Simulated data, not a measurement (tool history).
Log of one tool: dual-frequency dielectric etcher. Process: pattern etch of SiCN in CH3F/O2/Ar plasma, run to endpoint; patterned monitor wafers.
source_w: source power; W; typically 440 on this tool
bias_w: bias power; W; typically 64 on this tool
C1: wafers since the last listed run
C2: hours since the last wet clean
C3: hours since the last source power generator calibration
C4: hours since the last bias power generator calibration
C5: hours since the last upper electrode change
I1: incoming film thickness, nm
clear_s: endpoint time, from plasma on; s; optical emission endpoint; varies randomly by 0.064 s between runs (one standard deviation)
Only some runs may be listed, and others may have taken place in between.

{"run": 1, "day": 0.0, "source_w": 480, "bias_w": 64, "C1": 0, "C2": 407.3, "C3": 2581, "C4": 3262.6, "C5": 2538.2, "I1": 6.78, "clear_s": 19.7}
{"run": 2, "day": 1.112, "source_w": 390, "bias_w": 55, "C1": 336, "C2": 434, "C3": 2607.7, "C4": 3289.3, "C5": 2564.9, "I1": 6.8, "clear_s": 22.5}
{"run": 3, "day": 2.317, "source_w": 390, "bias_w": 55, "C1": 363, "C2": 462.9, "C3": 2636.6, "C4": 3318.2, "C5": 2593.8, "I1": 6.85, "clear_s": 22.4}
{"day": 3.738, "done": "wet clean of the chamber"}
{"run": 4, "day": 3.992, "source_w": 390, "bias_w": 55, "C1": 203, "C2": 6.1, "C3": 2676.8, "C4": 3358.4, "C5": 2634, "I1": 6.83, "clear_s": 23.2}
{"run": 5, "day": 5.038, "source_w": 440, "bias_w": 64, "C1": 315, "C2": 31.2, "C3": 2701.9, "C4": 3383.5, "C5": 2659.1, "I1": 6.82, "clear_s": 21}
{"run": 6, "day": 10.175, "source_w": 440, "bias_w": 64, "C1": 1551, "C2": 154.5, "C3": 2825.2, "C4": 3506.8, "C5": 2782.4, "I1": 6.81, "clear_s": 20.9}
{"run": 7, "day": 12.696, "source_w": 440, "bias_w": 64, "C1": 761, "C2": 215, "C3": 2885.7, "C4": 3567.3, "C5": 2842.9, "I1": 6.81, "clear_s": 20.7}
{"run": 8, "day": 15.538, "source_w": 440, "bias_w": 64, "C1": 858, "C2": 283.2, "C3": 2953.9, "C4": 3635.5, "C5": 2911.1, "I1": 6.8, "clear_s": 20.6}
{"run": 9, "day": 17.446, "source_w": 440, "bias_w": 75, "C1": 576, "C2": 329, "C3": 2999.7, "C4": 3681.3, "C5": 2956.9, "I1": 6.78, "clear_s": 19.4}
{"run": 10, "day": 18.992, "source_w": 440, "bias_w": 75, "C1": 466, "C2": 366.1, "C3": 3036.8, "C4": 3718.4, "C5": 2994, "I1": 6.86, "clear_s": 19.5}
{"day": 24.133, "done": "wet clean of the chamber"}
{"run": 11, "day": 24.154, "source_w": 440, "bias_w": 64, "C1": 1257, "C2": 0.5, "C3": 3160.7, "C4": 3842.3, "C5": 3117.9, "I1": 6.76, "clear_s": 21.1}
{"run": 12, "day": 25.817, "source_w": 440, "bias_w": 64, "C1": 502, "C2": 40.4, "C3": 3200.6, "C4": 3882.2, "C5": 3157.8, "I1": 6.85, "clear_s": 21.4}
{"run": 13, "day": 31.625, "source_w": 440, "bias_w": 64, "C1": 1754, "C2": 179.8, "C3": 3340, "C4": 4021.6, "C5": 3297.2, "I1": 6.79, "clear_s": 20.9}
{"day": 34.004, "done": "bias power generator calibrated"}
{"run": 14, "day": 34.296, "source_w": 440, "bias_w": 64, "C1": 756, "C2": 243.9, "C3": 3404.1, "C4": 7, "C5": 3361.3, "I1": 6.79, "clear_s": 20.8}
{"run": 15, "day": 35.475, "source_w": 440, "bias_w": 64, "C1": 356, "C2": 272.2, "C3": 3432.4, "C4": 35.3, "C5": 3389.6, "I1": 6.85, "clear_s": 21}
{"run": 16, "day": 38.242, "source_w": 440, "bias_w": 64, "C1": 835, "C2": 338.6, "C3": 3498.8, "C4": 101.7, "C5": 3456, "I1": 6.86, "clear_s": 20.8}
{"run": 17, "day": 41.088, "source_w": 440, "bias_w": 64, "C1": 859, "C2": 406.9, "C3": 3567.1, "C4": 170, "C5": 3524.3, "I1": 6.87, "clear_s": 20.8}
{"day": 43.246, "done": "wet clean of the chamber"}
{"run": 18, "day": 43.575, "source_w": 360, "bias_w": 57, "C1": 449, "C2": 7.9, "C3": 3626.8, "C4": 229.7, "C5": 3584, "I1": 6.8, "clear_s": 23.6}
{"day": 45.104, "done": "upper electrode replaced"}
{"run": 19, "day": 45.2, "source_w": 440, "bias_w": 64, "C1": 188, "C2": 46.9, "C3": 3665.8, "C4": 268.7, "C5": 2.3, "I1": 6.85, "clear_s": 21.3}
{"run": 20, "day": 46.333, "source_w": 500, "bias_w": 69, "C1": 342, "C2": 74.1, "C3": 3693, "C4": 295.9, "C5": 29.5, "I1": 6.82, "clear_s": 19.6}
{"run": 21, "day": 47.558, "source_w": 330, "bias_w": 76, "C1": 370, "C2": 103.5, "C3": 3722.4, "C4": 325.3, "C5": 58.9, "I1": 6.75, "clear_s": 21.4}
{"run": 22, "day": 48.604, "source_w": 360, "bias_w": 79, "C1": 315, "C2": 128.6, "C3": 3747.5, "C4": 350.4, "C5": 84, "I1": 6.81, "clear_s": 20.7}
{"run": 23, "day": 51.146, "source_w": 500, "bias_w": 54, "C1": 767, "C2": 189.6, "C3": 3808.5, "C4": 411.4, "C5": 145, "I1": 6.81, "clear_s": 21.4}
{"run": 24, "day": 52.179, "source_w": 530, "bias_w": 54, "C1": 312, "C2": 214.4, "C3": 3833.3, "C4": 436.2, "C5": 169.8, "I1": 6.79, "clear_s": 20.8}
{"run": 25, "day": 53.838, "source_w": 360, "bias_w": 70, "C1": 500, "C2": 254.2, "C3": 3873.1, "C4": 476, "C5": 209.6, "I1": 6.82, "clear_s": 21.6}
{"run": 26, "day": 55.054, "source_w": 440, "bias_w": 64, "C1": 367, "C2": 283.4, "C3": 3902.3, "C4": 505.2, "C5": 238.8, "I1": 6.82, "clear_s": 20.9}
{"run": 27, "day": 57.008, "source_w": 440, "bias_w": 53, "C1": 590, "C2": 330.3, "C3": 3949.2, "C4": 552.1, "C5": 285.7, "I1": 6.84, "clear_s": 22.3}
{"run": 28, "day": 59.525, "source_w": 440, "bias_w": 64, "C1": 760, "C2": 390.7, "C3": 4009.6, "C4": 612.5, "C5": 346.1, "I1": 6.73, "clear_s": 20.3}
{"day": 61.696, "done": "wet clean of the chamber"}
{"run": 29, "day": 62.483, "source_w": 490, "bias_w": 55, "C1": 591, "C2": 18.9, "C3": 4080.6, "C4": 683.5, "C5": 417.1, "I1": 6.75, "clear_s": 21.4}
{"run": 30, "day": 65.2, "source_w": 360, "bias_w": 53, "C1": 820, "C2": 84.1, "C3": 4145.8, "C4": 748.7, "C5": 482.3, "I1": 6.82, "clear_s": 24.2}
{"day": 66.546, "done": "source power generator calibrated"}
{"run": 31, "day": 66.875, "source_w": 490, "bias_w": 64, "C1": 455, "C2": 124.3, "C3": 7.9, "C4": 788.9, "C5": 522.5, "I1": 6.73, "clear_s": 20}
{"run": 32, "day": 75.696, "source_w": 350, "bias_w": 49, "C1": 2664, "C2": 336, "C3": 219.6, "C4": 1000.6, "C5": 734.2, "I1": 6.8, "clear_s": 24.5}
{"run": 33, "day": 78.2, "source_w": 400, "bias_w": 53, "C1": 756, "C2": 396.1, "C3": 279.7, "C4": 1060.7, "C5": 794.3, "I1": 6.84, "clear_s": 22.8}
{"day": 81.475, "done": "wet clean of the chamber"}
{"run": 34, "day": 81.496, "source_w": 360, "bias_w": 53, "C1": 693, "C2": 0.5, "C3": 358.8, "C4": 1139.8, "C5": 873.4, "I1": 6.76, "clear_s": 23.9}
{"run": 35, "day": 83.292, "source_w": 440, "bias_w": 80, "C1": 542, "C2": 43.6, "C3": 401.9, "C4": 1182.9, "C5": 916.5, "I1": 6.77, "clear_s": 19.2}
{"run": 36, "day": 85.088, "source_w": 440, "bias_w": 56, "C1": 542, "C2": 86.7, "C3": 445, "C4": 1226, "C5": 959.6, "I1": 6.76, "clear_s": 21.7}

The logged runs with the hidden state left out (each run's random variation unchanged):
Unlogged tool condition in this case: etch rate over this chamber's usual, %; source power that arrives over what is set, %; bias power that arrives over what is set, %.
run=1 clear_s=20.4
run=2 clear_s=23.3
run=3 clear_s=23.3
run=4 clear_s=23.3
run=5 clear_s=21.1
run=6 clear_s=21.2
run=7 clear_s=21.1
run=8 clear_s=21.1
run=9 clear_s=19.9
run=10 clear_s=20.1
run=11 clear_s=21
run=12 clear_s=21.3
run=13 clear_s=21
run=14 clear_s=21.1
run=15 clear_s=21.3
run=16 clear_s=21.3
run=17 clear_s=21.4
run=18 clear_s=23.5
run=19 clear_s=21.3
run=20 clear_s=19.7
run=21 clear_s=21.5
run=22 clear_s=20.8
run=23 clear_s=21.6
run=24 clear_s=21.1
run=25 clear_s=22
run=26 clear_s=21.2
run=27 clear_s=22.8
run=28 clear_s=20.8
run=29 clear_s=21.3
run=30 clear_s=24.2
run=31 clear_s=20
run=32 clear_s=25
run=33 clear_s=23.3
run=34 clear_s=23.9
run=35 clear_s=19.4
run=36 clear_s=21.9
